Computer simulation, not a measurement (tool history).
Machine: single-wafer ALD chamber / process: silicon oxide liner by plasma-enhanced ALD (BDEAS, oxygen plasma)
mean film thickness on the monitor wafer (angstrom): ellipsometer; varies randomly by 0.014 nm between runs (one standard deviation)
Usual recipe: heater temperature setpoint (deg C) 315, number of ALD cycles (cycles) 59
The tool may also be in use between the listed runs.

run,hour,heater temperature setpoint (deg C),number of ALD cycles (cycles),"read-back reference wafer on the same gauge, thickness_nm",mean film thickness on the monitor wafer (angstrom)
1,0.0,315,59,6.489,57.85
2,17.3,315,55,6.491,54.17
3,43.1,315,55,6.501,53.93
4,57.8,315,55,6.507,54.08
5,69.2,315,68,6.506,66.91
6,81.6,315,59,6.507,58.03
7,92.0,315,59,6.511,58.48
8,101.8,315,59,6.508,58.17
9,111.7,315,59,6.514,58.43
10,126.6,315,59,6.513,58.36
11,142.0,315,59,6.513,58.53
12,156.0,315,59,6.519,58.26
13,173.3,315,59,6.527,57.98
14,184.7,315,59,6.524,58.18
15,195.8,315,59,6.523,58.32
16,208.9,315,56,6.524,55.39
17,233.2,315,56,6.528,55.21
18,239.8,315,56,6.525,55.31
19,252.0,315,59,6.524,58.23
20,260.2,315,59,6.526,58.15
21,274.7,308,59,6.532,58.92
22,286.3,308,59,6.533,58.91
23,303.9,302,59,6.536,59.33
24,321.8,308,64,6.527,63.71
25,329.8,308,65,6.537,65.01
26,338.7,315,59,6.531,58.52
27,354.8,315,59,6.533,58.31
28,372.0,303,70,6.535,70.26
29,385.1,315,59,6.534,58.19
30,395.2,302,59,6.540,59.43
# hour 407.5: thermocouple changed; heater temperature recalibrated
31,408.0,315,59,6.532,58.13
32,417.9,326,59,6.533,57.49
33,433.0,315,69,6.538,68.28
# hour 439.6: gauge calibrated
34,450.1,306,59,6.343,57.31
35,461.9,323,67,6.348,63.70
36,474.4,315,59,6.359,56.95
37,486.0,328,59,6.366,55.61
38,498.1,315,59,6.376,56.89
39,504.2,315,59,6.381,57.09
40,518.2,315,48,6.381,46.36
41,525.9,315,59,6.397,57.17
42,542.7,311,67,6.398,65.46
43,556.3,315,59,6.411,57.25
44,569.6,321,65,6.415,62.69
45,615.7,325,66,6.439,63.41
46,622.3,323,68,6.433,65.75

Measured less the same run without the tool's hidden state. The same run-to-run variation is in both; the gauge's scatter may not be:
Hidden conditions of the tool in this case: wafer temperature above the value expected at the setpoint (K); gauge reads high (%).
run,mean film thickness on the monitor wafer (angstrom)
1,+1.33
2,+1.28
3,+1.32
4,+1.35
5,+1.69
6,+1.48
7,+1.52
8,+1.52
9,+1.54
10,+1.56
11,+1.58
12,+1.59
13,+1.60
14,+1.61
15,+1.63
16,+1.56
17,+1.57
18,+1.58
19,+1.67
20,+1.67
21,+1.71
22,+1.72
23,+1.74
24,+1.88
25,+1.92
26,+1.74
27,+1.73
28,+2.10
29,+1.74
30,+1.78
31,+1.75
32,+1.73
33,+2.06
34,+0.02
35,+0.11
36,+0.18
37,+0.24
38,+0.32
39,+0.36
40,+0.34
41,+0.46
42,+0.62
43,+0.61
44,+0.73
45,+0.91
46,+0.97

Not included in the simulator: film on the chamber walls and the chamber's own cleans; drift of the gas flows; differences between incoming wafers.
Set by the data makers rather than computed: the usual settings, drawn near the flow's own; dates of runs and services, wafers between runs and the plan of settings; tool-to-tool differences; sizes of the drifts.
